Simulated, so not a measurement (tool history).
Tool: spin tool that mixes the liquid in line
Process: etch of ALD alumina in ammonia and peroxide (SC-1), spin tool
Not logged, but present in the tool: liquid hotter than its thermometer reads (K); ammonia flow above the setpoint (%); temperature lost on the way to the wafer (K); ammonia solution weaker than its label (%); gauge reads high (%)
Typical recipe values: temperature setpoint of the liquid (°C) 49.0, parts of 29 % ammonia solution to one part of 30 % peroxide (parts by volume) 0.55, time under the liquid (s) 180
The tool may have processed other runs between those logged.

| run | hour | temperature setpoint of the liquid (°C) | parts of 29 % ammonia solution to one part of 30 % peroxide (parts by volume) | time under the liquid (s) | wafers since the last listed run | hours since the thermometer was replaced | hours since the ammonia flow meter was replaced | hours since the heated supply line was repaired | hours since the drum of ammonia solution was connected | hours since the gauge calibration | read-back film thickness of the ALD alumina reference wafer, read on the same gauge (nm) | thickness taken off the ALD alumina on a monitor wafer (Å) |
|---|---|---|---|---|---|---|---|---|---|---|---|---|
| 1 | 0.0 | 49.0 | 0.55 | 180 | 0 | 1470.5 | 280.2 | 2671.3 | 271.8 | 480.6 | 70.02 | 171.6 |
| 2 | 61.2 | 49.0 | 0.55 | 180 | 472 | 1531.7 | 341.4 | 2732.5 | 333.0 | 541.8 | 70.01 | 171.7 |
| 3 | 97.7 | 49.0 | 0.55 | 180 | 281 | 1568.2 | 377.9 | 2769.0 | 369.5 | 578.3 | 69.99 | 173.4 |
| 4 | 128.1 | 49.0 | 0.55 | 180 | 234 | 1598.6 | 408.3 | 2799.4 | 399.9 | 608.7 | 70.01 | 174.5 |
| 5 | 153.9 | 49.0 | 0.55 | 130 | 198 | 1624.4 | 434.1 | 2825.2 | 425.7 | 634.5 | 69.99 | 124.5 |
| 6 | 197.2 | 49.0 | 0.55 | 130 | 333 | 1667.7 | 477.4 | 2868.5 | 469.0 | 677.8 | 69.99 | 125.1 |
| 7 | 251.5 | 49.0 | 0.55 | 130 | 418 | 1722.0 | 531.7 | 2922.8 | 523.3 | 732.1 | 70.02 | 125.6 |
| 8 | 286.3 | 49.0 | 0.55 | 180 | 268 | 1756.8 | 566.5 | 2957.6 | 558.1 | 766.9 | 70.02 | 173.0 |
|  | 302.7 | gauge calibrated |
| 9 | 321.0 | 49.0 | 0.55 | 180 | 267 | 1791.5 | 601.2 | 2992.3 | 592.8 | 18.3 | 70.00 | 173.9 |
|  | 345.6 | ammonia flow meter replaced |
| 10 | 368.2 | 49.0 | 0.55 | 180 | 356 | 1838.7 | 22.6 | 3039.5 | 640.0 | 65.5 | 70.03 | 174.3 |
| 11 | 400.7 | 49.0 | 0.55 | 180 | 250 | 1871.2 | 55.1 | 3072.0 | 672.5 | 98.0 | 70.02 | 173.5 |
|  | 402.4 | heated supply line repaired |
| 12 | 457.8 | 49.0 | 0.55 | 180 | 432 | 1928.3 | 112.2 | 55.4 | 729.6 | 155.1 | 70.00 | 173.9 |
| 13 | 509.7 | 43.0 | 0.55 | 180 | 400 | 1980.2 | 164.1 | 107.3 | 781.5 | 207.0 | 70.00 | 125.4 |
| 14 | 535.9 | 40.0 | 0.75 | 100 | 202 | 2006.4 | 190.3 | 133.5 | 807.7 | 233.2 | 69.99 | 60.5 |
| 15 | 567.4 | 49.0 | 0.55 | 130 | 242 | 2037.9 | 221.8 | 165.0 | 839.2 | 264.7 | 69.99 | 127.7 |
|  | 629.0 | thermometer replaced |
| 16 | 629.5 | 55.5 | 0.30 | 290 | 471 | 0.5 | 283.9 | 227.1 | 901.3 | 326.8 | 70.00 | 335.9 |
| 17 | 665.0 | 54.5 | 0.55 | 180 | 273 | 36.0 | 319.4 | 262.6 | 936.8 | 362.3 | 70.00 | 213.1 |
| 18 | 725.8 | 57.0 | 0.55 | 180 | 468 | 96.8 | 380.2 | 323.4 | 997.6 | 423.1 | 69.98 | 238.3 |
| 19 | 760.3 | 57.0 | 0.75 | 245 | 266 | 131.3 | 414.7 | 357.9 | 1032.1 | 457.6 | 70.00 | 339.4 |
|  | 803.0 | new drum of ammonia solution connected |
| 20 | 805.7 | 49.0 | 0.65 | 180 | 342 | 176.7 | 460.1 | 403.3 | 2.7 | 503.0 | 69.97 | 159.1 |
| 21 | 848.6 | 49.0 | 0.55 | 180 | 330 | 219.6 | 503.0 | 446.2 | 45.6 | 545.9 | 70.00 | 155.1 |
|  | 907.0 | ammonia flow meter replaced |
| 22 | 908.6 | 44.5 | 0.40 | 220 | 455 | 279.6 | 1.6 | 506.2 | 105.6 | 605.9 | 70.01 | 145.5 |
| 23 | 955.7 | 41.5 | 0.45 | 140 | 363 | 326.7 | 48.7 | 553.3 | 152.7 | 653.0 | 70.00 | 78.5 |
| 24 | 1008.0 | 41.0 | 0.85 | 90 | 403 | 379.0 | 101.0 | 605.6 | 205.0 | 705.3 | 70.00 | 51.7 |

4 options for the next run, each taken on its own from the tool as it stands now. Forecast them:
| A | 1008.5 | 49.0 | 0.55 | 180 | 3 | 379.5 | 101.5 | 606.1 | 205.5 | 705.8 | ? | ? |
| B | 1008.5 | 52.5 | 0.45 | 145 | 3 | 379.5 | 101.5 | 606.1 | 205.5 | 705.8 | ? | ? |
| C | 1008.5 | 49.0 | 0.70 | 260 | 3 | 379.5 | 101.5 | 606.1 | 205.5 | 705.8 | ? | ? |
| D | 1008.5 | 49.0 | 0.65 | 275 | 3 | 379.5 | 101.5 | 606.1 | 205.5 | 705.8 | ? | ? |

| run | read-back film thickness of the ALD alumina reference wafer, read on the same gauge (nm) | thickness taken off the ALD alumina on a monitor wafer (Å) |
|---|---|---|
| A | 70.00 | 159.3 |
| B | 70.00 | 152.4 |
| C | 70.00 | 235.5 |
| D | 70.00 | 247.3 |
With the hidden condition removed and each run's random variation left untouched, the same runs would have given:
| run | thickness taken off the ALD alumina on a monitor wafer (Å) |
|---|---|
| A | 155.6 |
| B | 148.9 |
| C | 229.9 |
| D | 241.5 |
